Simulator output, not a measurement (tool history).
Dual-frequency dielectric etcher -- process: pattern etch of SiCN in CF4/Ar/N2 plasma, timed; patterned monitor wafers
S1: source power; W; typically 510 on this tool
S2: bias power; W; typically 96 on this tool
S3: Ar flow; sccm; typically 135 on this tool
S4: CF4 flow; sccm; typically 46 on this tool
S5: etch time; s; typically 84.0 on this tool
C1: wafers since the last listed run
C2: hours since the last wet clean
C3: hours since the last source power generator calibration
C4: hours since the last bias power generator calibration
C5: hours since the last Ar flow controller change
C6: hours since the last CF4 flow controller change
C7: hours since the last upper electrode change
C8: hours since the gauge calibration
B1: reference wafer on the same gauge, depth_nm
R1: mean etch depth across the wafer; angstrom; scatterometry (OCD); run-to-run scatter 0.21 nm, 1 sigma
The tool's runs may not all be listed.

Run 1, hour 0.0: usual settings; C1 0; C2 233.1; C3 1934.6; C4 4237.6; C5 3104.8; C6 3539.7; C7 3593.1; C8 223.5; B1 86.3. Result: R1 796 angstrom.
Run 2, hour 13.7: usual settings; C1 131; C2 246.8; C3 1948.3; C4 4251.3; C5 3118.5; C6 3553.4; C7 3606.8; C8 237.2; B1 86.2. Result: R1 793 angstrom.
Run 3, hour 45.7: usual settings; C1 306; C2 278.8; C3 1980.3; C4 4283.3; C5 3150.5; C6 3585.4; C7 3638.8; C8 269.2; B1 86.2. Result: R1 794 angstrom.
Run 4, hour 63.0: usual settings; C1 165; C2 296.1; C3 1997.6; C4 4300.6; C5 3167.8; C6 3602.7; C7 3656.1; C8 286.5; B1 86.2. Result: R1 792 angstrom.
Run 5, hour 85.1: usual settings; C1 211; C2 318.2; C3 2019.7; C4 4322.7; C5 3189.9; C6 3624.8; C7 3678.2; C8 308.6; B1 86.1. Result: R1 791 angstrom.
Run 6, hour 115.5: usual settings but S1 560 W; C1 290; C2 348.6; C3 2050.1; C4 4353.1; C5 3220.3; C6 3655.2; C7 3708.6; C8 339.0; B1 86.1. Result: R1 874 angstrom.
Run 7, hour 138.9: usual settings but S1 560 W; C1 223; C2 372.0; C3 2073.5; C4 4376.5; C5 3243.7; C6 3678.6; C7 3732.0; C8 362.4; B1 86.2. Result: R1 870 angstrom.
At hour 143.7: gauge calibrated.
Run 8, hour 166.8: usual settings but S1 560 W; C1 267; C2 399.9; C3 2101.4; C4 4404.4; C5 3271.6; C6 3706.5; C7 3759.9; C8 23.1; B1 86.2. Result: R1 870 angstrom.
At hour 173.7: CF4 flow controller replaced.
Run 9, hour 200.4: usual settings; C1 264; C2 433.5; C3 2135.0; C4 4438.0; C5 3305.2; C6 26.7; C7 3793.5; C8 56.7; B1 86.2. Result: R1 791 angstrom.
Run 10, hour 228.7: usual settings but S5 76.5 s; C1 270; C2 461.8; C3 2163.3; C4 4466.3; C5 3333.5; C6 55.0; C7 3821.8; C8 85.0; B1 86.2. Result: R1 722 angstrom.
Run 11, hour 242.8: usual settings but S3 105 sccm, S5 100.5 s; C1 134; C2 475.9; C3 2177.4; C4 4480.4; C5 3347.6; C6 69.1; C7 3835.9; C8 99.1; B1 86.2. Result: R1 969 angstrom.
Run 12, hour 271.1: usual settings but S5 77.5 s; C1 270; C2 504.2; C3 2205.7; C4 4508.7; C5 3375.9; C6 97.4; C7 3864.2; C8 127.4; B1 86.2. Result: R1 730 angstrom.
At hour 286.6: Ar flow controller replaced.
Run 13, hour 295.9: usual settings but S2 119 W, S3 119 sccm; C1 179; C2 529.0; C3 2230.5; C4 4533.5; C5 9.3; C6 122.2; C7 3889.0; C8 152.2; B1 86.2. Result: R1 850 angstrom.
At hour 340.0: wet clean of the chamber.
At hour 351.1: source power generator calibrated.
At hour 354.0: upper electrode replaced.
Run 14, hour 354.5: usual settings but S1 380 W, S2 104 W, S4 39 sccm; C1 265; C2 14.5; C3 3.4; C4 4592.1; C5 67.9; C6 180.8; C7 0.5; C8 210.8; B1 86.2. Result: R1 578 angstrom.
Run 15, hour 354.8: usual settings; C1 2; C2 14.8; C3 3.7; C4 4592.4; C5 68.2; C6 181.1; C7 0.8; C8 211.1; B1 86.1. Result: R1 791 angstrom.
At hour 362.3: bias power generator calibrated.
Run 16, hour 362.8: usual settings but S5 76.5 s; C1 38; C2 22.8; C3 11.7; C4 0.5; C5 76.2; C6 189.1; C7 8.8; C8 219.1; B1 86.3. Result: R1 718 angstrom.
Run 17, hour 387.1: usual settings but S5 77.5 s; C1 232; C2 47.1; C3 36.0; C4 24.8; C5 100.5; C6 213.4; C7 33.1; C8 243.4; B1 86.2. Result: R1 732 angstrom.
Run 18, hour 417.9: usual settings but S1 430 W, S2 87 W, S4 50 sccm; C1 294; C2 77.9; C3 66.8; C4 55.6; C5 131.3; C6 244.2; C7 63.9; C8 274.2; B1 86.2. Result: R1 660 angstrom.
Run 19, hour 438.4: usual settings but S2 89 W, S3 167 sccm, S4 51 sccm, S5 68.0 s; C1 196; C2 98.4; C3 87.3; C4 76.1; C5 151.8; C6 264.7; C7 84.4; C8 294.7; B1 86.2. Result: R1 632 angstrom.
Run 20, hour 460.6: usual settings; C1 212; C2 120.6; C3 109.5; C4 98.3; C5 174.0; C6 286.9; C7 106.6; C8 316.9; B1 86.2. Result: R1 793 angstrom.

Predict each of these 5 candidate next runs independently; none follows another, all start after run 20:
Run A, hour 461.0: usual settings; C1 3; C2 121.0; C3 109.9; C4 98.7; C5 174.4; C6 287.3; C7 107.0; C8 317.3; B1 ?. Result: R1 ?.
Run B, hour 461.0: usual settings but S2 108 W, S3 166 sccm, S4 55 sccm, S5 103.5 s; C1 3; C2 121.0; C3 109.9; C4 98.7; C5 174.4; C6 287.3; C7 107.0; C8 317.3; B1 ?. Result: R1 ?.
Run C, hour 461.0: usual settings but S1 550 W, S4 50 sccm; C1 3; C2 121.0; C3 109.9; C4 98.7; C5 174.4; C6 287.3; C7 107.0; C8 317.3; B1 ?. Result: R1 ?.
Run D, hour 461.0: usual settings but S4 51 sccm, S5 64.0 s; C1 3; C2 121.0; C3 109.9; C4 98.7; C5 174.4; C6 287.3; C7 107.0; C8 317.3; B1 ?. Result: R1 ?.
Run E, hour 461.0: usual settings but S2 112 W, S3 164 sccm, S4 56 sccm, S5 102.5 s; C1 3; C2 121.0; C3 109.9; C4 98.7; C5 174.4; C6 287.3; C7 107.0; C8 317.3; B1 ?. Result: R1 ?.

run    B1    R1
  A  86.2   790
  B  86.2  1023
  C  86.2   867
  D  86.2   615
  E  86.2  1028
Had the tool no hidden state, the same runs would have come out as:
run    R1
  A   790
  B  1023
  C   867
  D   615
  E  1028

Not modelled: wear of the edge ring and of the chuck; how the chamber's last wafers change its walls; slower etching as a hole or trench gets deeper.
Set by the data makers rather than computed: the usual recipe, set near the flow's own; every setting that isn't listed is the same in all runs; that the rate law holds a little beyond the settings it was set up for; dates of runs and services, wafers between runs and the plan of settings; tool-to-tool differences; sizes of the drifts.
